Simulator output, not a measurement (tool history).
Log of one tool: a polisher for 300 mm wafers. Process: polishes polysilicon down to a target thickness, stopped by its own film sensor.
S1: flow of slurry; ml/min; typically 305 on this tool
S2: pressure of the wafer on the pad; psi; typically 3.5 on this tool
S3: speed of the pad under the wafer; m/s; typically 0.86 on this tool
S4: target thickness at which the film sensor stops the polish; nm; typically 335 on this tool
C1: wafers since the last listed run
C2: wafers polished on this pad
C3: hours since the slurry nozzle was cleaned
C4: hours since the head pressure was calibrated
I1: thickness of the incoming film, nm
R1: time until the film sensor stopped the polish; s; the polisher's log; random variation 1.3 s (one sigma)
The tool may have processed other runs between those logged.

run 1 day=0 | S1=305 S2=3.5 S3=0.86 S4=335 | C1=0 C2=1416 C3=645.2 C4=757.5 | I1=885.5 | R1=68.9
run 2 day=0.279 | S1=305 S2=3.5 S3=0.86 S4=335 | C1=63 C2=1479 C3=651.9 C4=764.2 | I1=890.3 | R1=68
run 3 day=0.571 | S1=305 S2=3.5 S3=0.86 S4=335 | C1=66 C2=1546 C3=658.9 C4=771.2 | I1=898 | R1=71.4
-- day=0.762 worn pad replaced by a new one
run 4 day=1.221 | S1=305 S2=3.5 S3=0.86 S4=335 | C1=109 C2=104 C3=674.5 C4=786.8 | I1=907.5 | R1=73
run 5 day=1.65 | S1=305 S2=3.5 S3=0.86 S4=335 | C1=97 C2=202 C3=684.8 C4=797.1 | I1=900.4 | R1=70.4
run 6 day=1.958 | S1=305 S2=4.3 S3=0.62 S4=335 | C1=70 C2=272 C3=692.2 C4=804.5 | I1=896 | R1=77.5
run 7 day=2.208 | S1=305 S2=3.5 S3=0.86 S4=335 | C1=56 C2=328 C3=698.2 C4=810.5 | I1=910.8 | R1=70.4
run 8 day=2.725 | S1=305 S2=3.5 S3=0.86 S4=335 | C1=117 C2=446 C3=710.6 C4=822.9 | I1=911.5 | R1=71.9
run 9 day=3.454 | S1=305 S2=3.5 S3=0.86 S4=335 | C1=165 C2=612 C3=728.1 C4=840.4 | I1=896.4 | R1=68.6
run 10 day=3.912 | S1=305 S2=3.5 S3=0.86 S4=335 | C1=104 C2=716 C3=739.1 C4=851.4 | I1=901.6 | R1=69.6
run 11 day=4.604 | S1=305 S2=3.5 S3=0.86 S4=335 | C1=157 C2=873 C3=755.7 C4=868 | I1=894.2 | R1=69.2
run 12 day=5.021 | S1=305 S2=3.5 S3=0.86 S4=335 | C1=94 C2=968 C3=765.7 C4=878 | I1=891.4 | R1=71.8
run 13 day=5.688 | S1=305 S2=3.5 S3=0.86 S4=335 | C1=151 C2=1119 C3=781.7 C4=894 | I1=904.8 | R1=69.5
-- day=6.238 slurry nozzle cleaned
-- day=6.412 worn pad replaced by a new one
run 14 day=6.433 | S1=305 S2=3.5 S3=0.86 S4=335 | C1=122 C2=4 C3=4.7 C4=911.9 | I1=892.6 | R1=68.5
-- day=6.721 head pressure recalibrated
run 15 day=7.046 | S1=305 S2=4.1 S3=0.94 S4=335 | C1=120 C2=124 C3=19.4 C4=7.8 | I1=898.9 | R1=56.1
run 16 day=7.721 | S1=305 S2=4.1 S3=0.94 S4=335 | C1=153 C2=278 C3=35.6 C4=24 | I1=905.9 | R1=55
run 17 day=8.462 | S1=305 S2=3.5 S3=0.86 S4=453 | C1=168 C2=446 C3=53.4 C4=41.8 | I1=900.9 | R1=55.5
run 18 day=9.025 | S1=305 S2=3.5 S3=0.86 S4=453 | C1=127 C2=574 C3=66.9 C4=55.3 | I1=916.8 | R1=56.7

Estimate the outcome of run 19 from the log above:
run 19 day=10.171 | S1=305 S2=3 S3=1.04 S4=335 | C1=260 C2=835 C3=94.4 C4=82.8 | I1=902.2 | R1=?

Logged for run 19: R1 68.1 s.
Minus the tool's unlogged condition, the same run would have read R1 68.1 s.
